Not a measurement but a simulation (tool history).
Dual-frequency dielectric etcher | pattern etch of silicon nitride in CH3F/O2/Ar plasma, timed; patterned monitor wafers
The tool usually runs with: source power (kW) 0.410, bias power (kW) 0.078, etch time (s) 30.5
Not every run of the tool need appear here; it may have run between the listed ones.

run	day	source power (kW)	bias power (kW)	etch time (s)	read-back reference wafer on the same gauge, depth_nm	mean etch depth across the wafer (Å)
1	0.000	0.410	0.083	34.5	20.81	249.3
2	2.967	0.410	0.078	30.5	20.79	214.1
3	5.129	0.410	0.078	30.5	20.80	214.3
# day 6.521: wet clean of the chamber
4	8.771	0.410	0.078	26.0	20.80	182.2
5	13.225	0.480	0.090	28.0	20.79	223.3
6	16.962	0.360	0.078	27.0	20.79	178.6
7	21.112	0.480	0.078	30.5	20.81	231.3
8	24.662	0.410	0.078	30.5	20.79	215.0
# day 25.558: source power generator calibrated
9	27.379	0.410	0.078	34.0	20.81	240.1
10	30.117	0.410	0.093	34.0	20.81	258.0
# day 31.275: wet clean of the chamber
11	33.917	0.410	0.078	33.0	20.79	232.7
# day 36.879: bias power generator calibrated
12	38.038	0.410	0.078	30.5	20.80	217.3
13	42.533	0.410	0.078	33.5	20.81	238.1
14	44.208	0.410	0.091	37.5	20.80	283.2
# day 45.571: upper electrode replaced
15	47.596	0.410	0.090	30.5	20.80	230.9
16	51.217	0.410	0.078	30.5	20.80	217.4
17	53.471	0.360	0.062	36.0	20.79	218.7
# day 55.629: gauge calibrated
18	55.775	0.410	0.078	25.5	20.79	182.4
# day 57.346: bias power generator calibrated, repeated, since the last time left the tool worse
19	58.692	0.410	0.078	30.5	20.81	212.2
# day 61.642: wet clean of the chamber
20	61.662	0.410	0.078	33.0	20.80	228.9
21	64.342	0.410	0.078	30.5	20.80	211.4
22	67.679	0.330	0.093	23.0	20.82	155.6
23	70.904	0.350	0.078	30.5	20.79	196.7
24	73.875	0.410	0.078	30.5	20.80	212.4
25	77.054	0.360	0.078	35.5	20.79	232.9
26	81.342	0.330	0.071	30.5	20.78	185.2
27	83.404	0.410	0.078	30.5	20.80	213.4
28	86.046	0.460	0.072	36.0	20.81	255.7

5 options for the next run, each taken on its own from the tool as it stands now. Forecast them:
A	86.062	0.330	0.078	30.5	?	?
B	86.062	0.450	0.098	33.5	?	?
C	86.062	0.370	0.078	30.5	?	?
D	86.062	0.380	0.087	23.5	?	?
E	86.062	0.410	0.078	27.5	?	?

run	read-back reference wafer on the same gauge, depth_nm	mean etch depth across the wafer (Å)
A	20.80	191.2
B	20.80	266.9
C	20.80	202.1
D	20.80	164.9
E	20.80	191.2
The same runs, with their run-to-run variation unchanged, on a tool lacking any hidden condition would have given:
run	mean etch depth across the wafer (Å)
A	190.6
B	266.0
C	201.4
D	164.4
E	190.6

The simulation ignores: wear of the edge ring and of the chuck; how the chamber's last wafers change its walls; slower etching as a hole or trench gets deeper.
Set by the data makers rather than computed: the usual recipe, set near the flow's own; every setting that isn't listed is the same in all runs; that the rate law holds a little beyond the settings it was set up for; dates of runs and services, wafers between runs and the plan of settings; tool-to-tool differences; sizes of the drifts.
